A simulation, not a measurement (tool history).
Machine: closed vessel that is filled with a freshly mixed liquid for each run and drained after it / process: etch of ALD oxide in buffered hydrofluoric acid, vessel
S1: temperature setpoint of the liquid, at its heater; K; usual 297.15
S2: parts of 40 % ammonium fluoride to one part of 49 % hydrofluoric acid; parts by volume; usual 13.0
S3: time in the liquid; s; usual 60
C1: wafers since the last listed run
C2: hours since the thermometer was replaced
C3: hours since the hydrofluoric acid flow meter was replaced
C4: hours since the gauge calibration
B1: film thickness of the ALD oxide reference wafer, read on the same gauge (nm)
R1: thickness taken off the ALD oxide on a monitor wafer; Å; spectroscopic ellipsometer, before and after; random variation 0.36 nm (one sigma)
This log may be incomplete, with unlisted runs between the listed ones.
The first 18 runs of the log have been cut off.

At hour 1873.4: hydrofluoric acid flow meter replaced.
Run 19, hour 1966.5: usual settings; C1 14447; C2 505.2; C3 93.1; C4 1126.9; B1 100.00. Result: R1 683.5 Å.
At hour 2032.1: thermometer replaced.
Run 20, hour 2056.7: usual settings but S1 293.65 K, S3 45 s; C1 13070; C2 24.6; C3 183.3; C4 1217.1; B1 99.98. Result: R1 434.3 Å.
Run 21, hour 2138.2: usual settings but S1 294.65 K, S2 10.0 parts by volume, S3 90 s; C1 11942; C2 106.1; C3 264.8; C4 1298.6; B1 99.99. Result: R1 1171.1 Å.
Run 22, hour 2232.3: usual settings but S1 299.15 K; C1 13788; C2 200.2; C3 358.9; C4 1392.7; B1 99.99. Result: R1 770.2 Å.
Run 23, hour 2331.1: usual settings but S1 295.15 K, S2 18.0 parts by volume, S3 40 s; C1 14477; C2 299.0; C3 457.7; C4 1491.5; B1 99.98. Result: R1 297.3 Å.
Run 24, hour 2395.0: usual settings but S2 16.5 parts by volume; C1 9363; C2 362.9; C3 521.6; C4 1555.4; B1 100.00. Result: R1 531.1 Å.
Run 25, hour 2467.5: usual settings; C1 10623; C2 435.4; C3 594.1; C4 1627.9; B1 100.00. Result: R1 667.5 Å.
Run 26, hour 2503.8: usual settings but S1 301.15 K, S2 18.0 parts by volume, S3 90 s; C1 5319; C2 471.7; C3 630.4; C4 1664.2; B1 100.00. Result: R1 896.4 Å.
Run 27, hour 2589.9: usual settings but S1 293.65 K; C1 12616; C2 557.8; C3 716.5; C4 1750.3; B1 100.00. Result: R1 545.0 Å.
At hour 2604.1: thermometer replaced.
Run 28, hour 2667.2: usual settings but S1 301.65 K, S2 10.0 parts by volume; C1 11180; C2 63.1; C3 793.8; C4 1827.6; B1 99.99. Result: R1 1119.6 Å.
Run 29, hour 2723.0: usual settings but S1 300.65 K, S2 10.5 parts by volume, S3 80 s; C1 8176; C2 118.9; C3 849.6; C4 1883.4; B1 100.02. Result: R1 1335.1 Å.
Run 30, hour 2769.7: usual settings but S2 15.0 parts by volume; C1 6842; C2 165.6; C3 896.3; C4 1930.1; B1 99.99. Result: R1 581.0 Å.
At hour 2778.5: gauge calibrated.
Run 31, hour 2872.6: usual settings but S2 11.5 parts by volume, S3 85 s; C1 15077; C2 268.5; C3 999.2; C4 94.1; B1 100.02. Result: R1 1064.5 Å.
Run 32, hour 2945.9: usual settings but S1 301.65 K, S2 10.0 parts by volume; C1 10740; C2 341.8; C3 1072.5; C4 167.4; B1 100.01. Result: R1 1081.0 Å.
Run 33, hour 2997.9: usual settings; C1 7619; C2 393.8; C3 1124.5; C4 219.4; B1 99.99. Result: R1 648.6 Å.

4 options for the next run, each taken on its own from the tool as it stands now. Forecast them:
Run A, hour 2998.6: usual settings; C1 102; C2 394.5; C3 1125.2; C4 220.1; B1 ?. Result: R1 ?.
Run B, hour 2998.6: usual settings but S2 10.5 parts by volume; C1 102; C2 394.5; C3 1125.2; C4 220.1; B1 ?. Result: R1 ?.
Run C, hour 2998.6: usual settings but S2 10.0 parts by volume; C1 102; C2 394.5; C3 1125.2; C4 220.1; B1 ?. Result: R1 ?.
Run D, hour 2998.6: usual settings but S1 293.15 K, S2 10.0 parts by volume, S3 45 s; C1 102; C2 394.5; C3 1125.2; C4 220.1; B1 ?. Result: R1 ?.

run     B1     R1
  A  99.97  649.9
  B  99.97  801.0
  C  99.97  840.0
  D  99.97  504.6
With no hidden state in the tool, these same runs would have given:
run     R1
  A  716.2
  B  882.3
  C  925.2
  D  556.3

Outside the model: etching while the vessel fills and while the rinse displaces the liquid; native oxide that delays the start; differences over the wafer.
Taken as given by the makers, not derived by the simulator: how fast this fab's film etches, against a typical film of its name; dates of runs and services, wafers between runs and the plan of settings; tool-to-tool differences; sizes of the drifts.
